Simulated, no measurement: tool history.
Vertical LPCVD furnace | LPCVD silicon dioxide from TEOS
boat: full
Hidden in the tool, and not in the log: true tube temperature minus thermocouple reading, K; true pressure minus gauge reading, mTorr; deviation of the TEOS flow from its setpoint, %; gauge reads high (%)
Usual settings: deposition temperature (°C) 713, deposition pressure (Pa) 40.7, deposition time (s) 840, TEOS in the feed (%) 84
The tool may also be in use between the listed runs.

run   hour  deposition temperature (°C)  deposition pressure (Pa)  deposition time (s)  TEOS in the feed (%)  wafers since the last listed run  hours since the last temperature calibration  hours since the pressure gauge was zeroed  hours since the TEOS flow controller was replaced  hours since the gauge calibration  read-back reference wafer on the same gauge, thickness  film thickness on the monitor wafer in the middle of the boat (nm)
  1      0                          713                      40.7                  840                    84                                 0                                        3920.5                                     4600.8                                               5169                                267                                                  124.94                                                              147.07
  2   13.4                          713                      40.7                  840                    84                               217                                        3933.9                                     4614.2                                             5182.4                              280.4                                                  124.98                                                              146.95
  3     29                          713                      40.7                  930                    84                               252                                        3949.5                                     4629.8                                               5198                                296                                                  125.16                                                               164.4
  4   44.5                          713                      40.7                  930                    84                               251                                          3965                                     4645.3                                             5213.5                              311.5                                                  125.01                                                              162.43
  5   76.1                          713                      40.7                  930                    84                               512                                        3996.6                                     4676.9                                             5245.1                              343.1                                                  124.87                                                              164.07
  6   99.2                          713                      46.7                  840                    84                               374                                        4019.7                                       4700                                             5268.2                              366.2                                                  125.05                                                              158.98
  7  132.3                          713                      46.7                  840                    84                               536                                        4052.8                                     4733.1                                             5301.3                              399.3                                                  124.92                                                              157.71
  8  207.1                          713                      40.7                  840                    84                              1212                                        4127.6                                     4807.9                                             5376.1                              474.1                                                  124.98                                                              147.41
  9  235.7                          713                      40.7                  840                    84                               463                                        4156.2                                     4836.5                                             5404.7                              502.7                                                  125.05                                                              146.87
 10  251.5                          713                      40.7                  840                    84                               256                                          4172                                     4852.3                                             5420.5                              518.5                                                  125.09                                                              147.64
 11    276                          713                        34                  840                    84                               397                                        4196.5                                     4876.8                                               5445                                543                                                  125.02                                                              134.79
 12  294.7                          713                        34                  840                    84                               303                                        4215.2                                     4895.5                                             5463.7                              561.7                                                  125.03                                                              135.47
 13  327.9                          713                        34                  840                    84                               538                                        4248.4                                     4928.7                                             5496.9                              594.9                                                  124.99                                                              135.12
     352.2  -- pressure gauge zeroed
 14  352.7                          718                      40.7                  840                    84                                12                                        4273.2                                        0.5                                             5521.7                              619.7                                                  124.88                                                              164.42

The next listed run, before its measurement:
 15  370.4                          720                      40.7                  840                    90                               286                                        4290.9                                       18.2                                             5539.4                              637.4                                                       ?                                                                   ?

Run 15 gave read-back reference wafer on the same gauge, thickness 124.94, film thickness on the monitor wafer in the middle of the boat (nm) 178.
Without the tool's hidden state the same run would have given film thickness on the monitor wafer in the middle of the boat (nm) 178.
